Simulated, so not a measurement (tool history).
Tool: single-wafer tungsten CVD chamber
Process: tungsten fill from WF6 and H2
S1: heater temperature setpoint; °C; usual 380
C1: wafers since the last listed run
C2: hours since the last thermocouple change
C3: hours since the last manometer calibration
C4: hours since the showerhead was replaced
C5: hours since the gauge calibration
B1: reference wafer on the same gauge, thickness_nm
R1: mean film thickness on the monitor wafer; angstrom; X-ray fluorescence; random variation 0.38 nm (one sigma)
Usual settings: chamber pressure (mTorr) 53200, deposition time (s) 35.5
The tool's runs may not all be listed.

run 1 hour=0.0 | S1=380 chamber_pressure_(mTorr)=53200 deposition_time_(s)=35.5 | C1=0 C2=1337.6 C3=1514.6 C4=3085.9 C5=56.9 | B1=94.877 | R1=835.56
run 2 hour=17.3 | S1=380 chamber_pressure_(mTorr)=53200 deposition_time_(s)=35.5 | C1=375 C2=1354.9 C3=1531.9 C4=3103.2 C5=74.2 | B1=94.817 | R1=832.37
run 3 hour=33.8 | S1=380 chamber_pressure_(mTorr)=53200 deposition_time_(s)=35.5 | C1=358 C2=1371.4 C3=1548.4 C4=3119.7 C5=90.7 | B1=94.878 | R1=833.29
run 4 hour=65.3 | S1=380 chamber_pressure_(mTorr)=53200 deposition_time_(s)=35.5 | C1=683 C2=1402.9 C3=1579.9 C4=3151.2 C5=122.2 | B1=94.934 | R1=834.43
run 5 hour=97.9 | S1=380 chamber_pressure_(mTorr)=59600 deposition_time_(s)=35.5 | C1=707 C2=1435.5 C3=1612.5 C4=3183.8 C5=154.8 | B1=94.816 | R1=871.62
run 6 hour=133.7 | S1=380 chamber_pressure_(mTorr)=59600 deposition_time_(s)=35.5 | C1=777 C2=1471.3 C3=1648.3 C4=3219.6 C5=190.6 | B1=94.882 | R1=865.84
run 7 hour=150.8 | S1=380 chamber_pressure_(mTorr)=59600 deposition_time_(s)=35.5 | C1=371 C2=1488.4 C3=1665.4 C4=3236.7 C5=207.7 | B1=94.883 | R1=869.04
run 8 hour=172.2 | S1=380 chamber_pressure_(mTorr)=53200 deposition_time_(s)=39.2 | C1=464 C2=1509.8 C3=1686.8 C4=3258.1 C5=229.1 | B1=94.846 | R1=919.38
run 9 hour=188.9 | S1=380 chamber_pressure_(mTorr)=53200 deposition_time_(s)=39.2 | C1=362 C2=1526.5 C3=1703.5 C4=3274.8 C5=245.8 | B1=94.874 | R1=906.99
run 10 hour=201.7 | S1=380 chamber_pressure_(mTorr)=53200 deposition_time_(s)=35.5 | C1=277 C2=1539.3 C3=1716.3 C4=3287.6 C5=258.6 | B1=94.905 | R1=828.24
run 11 hour=233.2 | S1=380 chamber_pressure_(mTorr)=53200 deposition_time_(s)=35.5 | C1=683 C2=1570.8 C3=1747.8 C4=3319.1 C5=290.1 | B1=94.849 | R1=825.57
run 12 hour=253.1 | S1=380 chamber_pressure_(mTorr)=53200 deposition_time_(s)=35.5 | C1=432 C2=1590.7 C3=1767.7 C4=3339.0 C5=310.0 | B1=94.966 | R1=825.45
run 13 hour=285.0 | S1=380 chamber_pressure_(mTorr)=53200 deposition_time_(s)=35.5 | C1=692 C2=1622.6 C3=1799.6 C4=3370.9 C5=341.9 | B1=94.910 | R1=821.52
run 14 hour=298.2 | S1=380 chamber_pressure_(mTorr)=53200 deposition_time_(s)=35.5 | C1=286 C2=1635.8 C3=1812.8 C4=3384.1 C5=355.1 | B1=94.931 | R1=822.83
run 15 hour=313.7 | S1=380 chamber_pressure_(mTorr)=53200 deposition_time_(s)=35.5 | C1=336 C2=1651.3 C3=1828.3 C4=3399.6 C5=370.6 | B1=94.969 | R1=819.37
-- hour=325.6 showerhead replaced
run 16 hour=336.2 | S1=380 chamber_pressure_(mTorr)=53200 deposition_time_(s)=35.5 | C1=314 C2=1673.8 C3=1850.8 C4=10.6 C5=393.1 | B1=94.848 | R1=820.30
-- hour=355.5 thermocouple changed; heater temperature recalibrated
run 17 hour=370.1 | S1=389 chamber_pressure_(mTorr)=53200 deposition_time_(s)=32.5 | C1=562 C2=14.6 C3=1884.7 C4=44.5 C5=427.0 | B1=94.903 | R1=942.73
-- hour=375.5 gauge calibrated
run 18 hour=391.1 | S1=386 chamber_pressure_(mTorr)=41000 deposition_time_(s)=28.5 | C1=455 C2=35.6 C3=1905.7 C4=65.5 C5=15.6 | B1=94.885 | R1=704.48
run 19 hour=425.6 | S1=380 chamber_pressure_(mTorr)=57400 deposition_time_(s)=35.5 | C1=749 C2=70.1 C3=1940.2 C4=100.0 C5=50.1 | B1=94.853 | R1=903.12
-- hour=449.2 capacitance manometer re-zeroed and calibrated
run 20 hour=449.5 | S1=391 chamber_pressure_(mTorr)=41000 deposition_time_(s)=35.5 | C1=345 C2=94.0 C3=0.3 C4=123.9 C5=74.0 | B1=94.873 | R1=962.49
run 21 hour=477.0 | S1=380 chamber_pressure_(mTorr)=57100 deposition_time_(s)=30.0 | C1=597 C2=121.5 C3=27.8 C4=151.4 C5=101.5 | B1=94.872 | R1=759.40
run 22 hour=512.4 | S1=380 chamber_pressure_(mTorr)=53200 deposition_time_(s)=35.5 | C1=768 C2=156.9 C3=63.2 C4=186.8 C5=136.9 | B1=94.933 | R1=876.81
run 23 hour=539.6 | S1=370 chamber_pressure_(mTorr)=63600 deposition_time_(s)=40.1 | C1=590 C2=184.1 C3=90.4 C4=214.0 C5=164.1 | B1=94.882 | R1=885.59
run 24 hour=557.5 | S1=389 chamber_pressure_(mTorr)=53200 deposition_time_(s)=32.5 | C1=388 C2=202.0 C3=108.3 C4=231.9 C5=182.0 | B1=94.899 | R1=929.47
run 25 hour=626.5 | S1=380 chamber_pressure_(mTorr)=49500 deposition_time_(s)=29.9 | C1=1498 C2=271.0 C3=177.3 C4=300.9 C5=251.0 | B1=94.947 | R1=715.38
run 26 hour=639.1 | S1=371 chamber_pressure_(mTorr)=59700 deposition_time_(s)=33.6 | C1=273 C2=283.6 C3=189.9 C4=313.5 C5=263.6 | B1=94.845 | R1=733.96
run 27 hour=662.0 | S1=380 chamber_pressure_(mTorr)=53200 deposition_time_(s)=35.5 | C1=497 C2=306.5 C3=212.8 C4=336.4 C5=286.5 | B1=94.892 | R1=868.56
run 28 hour=696.8 | S1=380 chamber_pressure_(mTorr)=53200 deposition_time_(s)=42.1 | C1=755 C2=341.3 C3=247.6 C4=371.2 C5=321.3 | B1=94.800 | R1=1032.08

Forecast each of these 5 alternatives for the next run:
run A hour=697.2 | S1=380 chamber_pressure_(mTorr)=53200 deposition_time_(s)=41.3 | C1=8 C2=341.7 C3=248.0 C4=371.6 C5=321.7 | B1=? | R1=?
run B hour=697.2 | S1=380 chamber_pressure_(mTorr)=53200 deposition_time_(s)=32.9 | C1=8 C2=341.7 C3=248.0 C4=371.6 C5=321.7 | B1=? | R1=?
run C hour=697.2 | S1=380 chamber_pressure_(mTorr)=57700 deposition_time_(s)=35.5 | C1=8 C2=341.7 C3=248.0 C4=371.6 C5=321.7 | B1=? | R1=?
run D hour=697.2 | S1=380 chamber_pressure_(mTorr)=44400 deposition_time_(s)=38.5 | C1=8 C2=341.7 C3=248.0 C4=371.6 C5=321.7 | B1=? | R1=?
run E hour=697.2 | S1=373 chamber_pressure_(mTorr)=53200 deposition_time_(s)=29.7 | C1=8 C2=341.7 C3=248.0 C4=371.6 C5=321.7 | B1=? | R1=?

run=A B1=94.996 R1=1010.57
run=B B1=94.996 R1=804.38
run=C B1=94.996 R1=896.20
run=D B1=94.996 R1=877.30
run=E B1=94.996 R1=639.12
Without the tool's hidden state the same runs would have given:
run=A R1=1029.23
run=B R1=819.23
run=C R1=912.75
run=D R1=893.50
run=E R1=651.15
